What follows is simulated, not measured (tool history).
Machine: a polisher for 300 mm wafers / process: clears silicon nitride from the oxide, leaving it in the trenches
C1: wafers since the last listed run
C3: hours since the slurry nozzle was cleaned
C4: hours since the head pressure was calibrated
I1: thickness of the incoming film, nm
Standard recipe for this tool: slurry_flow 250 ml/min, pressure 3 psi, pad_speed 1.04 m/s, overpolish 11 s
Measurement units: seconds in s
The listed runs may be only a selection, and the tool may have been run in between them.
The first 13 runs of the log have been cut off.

run 14 hour=671.3 | slurry_flow=250 pressure=3.4 pad_speed=1.04 overpolish=11 | C1=242 wafers_polished_on_this_pad=1680 C3=513.7 C4=104.1 | I1=80.7 | seconds=75.8
run 15 hour=705.3 | slurry_flow=250 pressure=3 pad_speed=0.86 overpolish=11 | C1=243 wafers_polished_on_this_pad=1924 C3=547.7 C4=138.1 | I1=80.3 | seconds=97.2
run 16 hour=740.4 | slurry_flow=250 pressure=3 pad_speed=0.86 overpolish=11 | C1=251 wafers_polished_on_this_pad=2176 C3=582.8 C4=173.2 | I1=80.1 | seconds=98.4
run 17 hour=776.2 | slurry_flow=250 pressure=3 pad_speed=0.86 overpolish=11 | C1=256 wafers_polished_on_this_pad=2432 C3=618.6 C4=209 | I1=80.1 | seconds=98.4
-- hour=820.6 slurry nozzle cleaned
run 18 hour=838.3 | slurry_flow=320 pressure=2.4 pad_speed=1.04 overpolish=7 | C1=438 wafers_polished_on_this_pad=2871 C3=17.7 C4=271.1 | I1=81 | seconds=105.6
run 19 hour=879.2 | slurry_flow=250 pressure=3 pad_speed=1.34 overpolish=14 | C1=293 wafers_polished_on_this_pad=3164 C3=58.6 C4=312 | I1=80.5 | seconds=70.6
run 20 hour=920.5 | slurry_flow=250 pressure=3 pad_speed=0.8 overpolish=11 | C1=296 wafers_polished_on_this_pad=3460 C3=99.9 C4=353.3 | I1=79.6 | seconds=102.4
-- hour=960.3 worn pad replaced by a new one, repeated, since the last time left the tool worse
run 21 hour=976.3 | slurry_flow=250 pressure=3 pad_speed=1.04 overpolish=11 | C1=371 wafers_polished_on_this_pad=114 C3=155.7 C4=409.1 | I1=79.8 | seconds=72.5
run 22 hour=1187.9 | slurry_flow=250 pressure=3 pad_speed=1.04 overpolish=7 | C1=1517 wafers_polished_on_this_pad=1631 C3=367.3 C4=620.7 | I1=81.6 | seconds=77.1
run 23 hour=1250 | slurry_flow=250 pressure=2.3 pad_speed=0.76 overpolish=11 | C1=445 wafers_polished_on_this_pad=2077 C3=429.4 C4=682.8 | I1=81.2 | seconds=126.6
run 24 hour=1290.5 | slurry_flow=250 pressure=3 pad_speed=1.04 overpolish=11 | C1=290 wafers_polished_on_this_pad=2367 C3=469.9 C4=723.3 | I1=78.8 | seconds=76.2
run 25 hour=1323.8 | slurry_flow=250 pressure=3 pad_speed=1.04 overpolish=4 | C1=238 wafers_polished_on_this_pad=2606 C3=503.2 C4=756.6 | I1=79.6 | seconds=76.8
run 26 hour=1374.8 | slurry_flow=250 pressure=3 pad_speed=1.04 overpolish=11 | C1=365 wafers_polished_on_this_pad=2971 C3=554.2 C4=807.6 | I1=79.7 | seconds=75.8
-- hour=1385 worn pad replaced by a new one
-- hour=1391.3 slurry nozzle cleaned
run 27 hour=1410.1 | slurry_flow=250 pressure=3 pad_speed=1.04 overpolish=11 | C1=217 wafers_polished_on_this_pad=172 C3=18.8 C4=842.9 | I1=80.3 | seconds=71.2
run 28 hour=1446.1 | slurry_flow=290 pressure=2.1 pad_speed=1.26 overpolish=17 | C1=258 wafers_polished_on_this_pad=430 C3=54.8 C4=878.9 | I1=81 | seconds=91.3
run 29 hour=1490.6 | slurry_flow=250 pressure=3 pad_speed=1.04 overpolish=11 | C1=319 wafers_polished_on_this_pad=749 C3=99.3 C4=923.4 | I1=79.8 | seconds=76.7
run 30 hour=1539 | slurry_flow=250 pressure=2.3 pad_speed=1.04 overpolish=8 | C1=347 wafers_polished_on_this_pad=1096 C3=147.7 C4=971.8 | I1=80.9 | seconds=95.8
-- hour=1587.4 head pressure recalibrated
run 31 hour=1706.7 | slurry_flow=250 pressure=3 pad_speed=1.04 overpolish=11 | C1=1187 wafers_polished_on_this_pad=2284 C3=315.4 C4=119.3 | I1=80.1 | seconds=76.2
run 32 hour=1777.6 | slurry_flow=250 pressure=3 pad_speed=1.04 overpolish=8 | C1=508 wafers_polished_on_this_pad=2793 C3=386.3 C4=190.2 | I1=78.6 | seconds=75.8
-- hour=1836.1 worn pad replaced by a new one
run 33 hour=1846 | slurry_flow=210 pressure=3 pad_speed=1.04 overpolish=11 | C1=461 wafers_polished_on_this_pad=71 C3=454.7 C4=258.6 | I1=80 | seconds=71.7
run 34 hour=1904.7 | slurry_flow=275 pressure=2.1 pad_speed=0.92 overpolish=15 | C1=420 wafers_polished_on_this_pad=492 C3=513.4 C4=317.3 | I1=81.2 | seconds=117.4
run 35 hour=1952.8 | slurry_flow=160 pressure=2.7 pad_speed=1.04 overpolish=11 | C1=344 wafers_polished_on_this_pad=836 C3=561.5 C4=365.4 | I1=80.1 | seconds=84.6
-- hour=1962.3 slurry nozzle cleaned
run 36 hour=1981 | slurry_flow=250 pressure=4 pad_speed=1.04 overpolish=17 | C1=195 wafers_polished_on_this_pad=1031 C3=18.7 C4=393.6 | I1=80.2 | seconds=54.6
run 37 hour=2037.1 | slurry_flow=250 pressure=3 pad_speed=1.04 overpolish=11 | C1=402 wafers_polished_on_this_pad=1434 C3=74.8 C4=449.7 | I1=80.8 | seconds=76.3

3 ways to go on from here, each from the tool as it stands after run 37. What would each give?
run A hour=2037.5 | slurry_flow=250 pressure=3 pad_speed=1.04 overpolish=11 | C1=2 wafers_polished_on_this_pad=1436 C3=75.2 C4=450.1 | I1=80 | seconds=?
run B hour=2037.5 | slurry_flow=195 pressure=3 pad_speed=1.04 overpolish=6 | C1=2 wafers_polished_on_this_pad=1436 C3=75.2 C4=450.1 | I1=80 | seconds=?
run C hour=2037.5 | slurry_flow=250 pressure=3 pad_speed=1.18 overpolish=14 | C1=2 wafers_polished_on_this_pad=1436 C3=75.2 C4=450.1 | I1=80 | seconds=?

run=A seconds=77
run=B seconds=78.4
run=C seconds=70
Without the tool's hidden state the same runs would have given:
run=A seconds=73.5
run=B seconds=74.8
run=C seconds=66.8
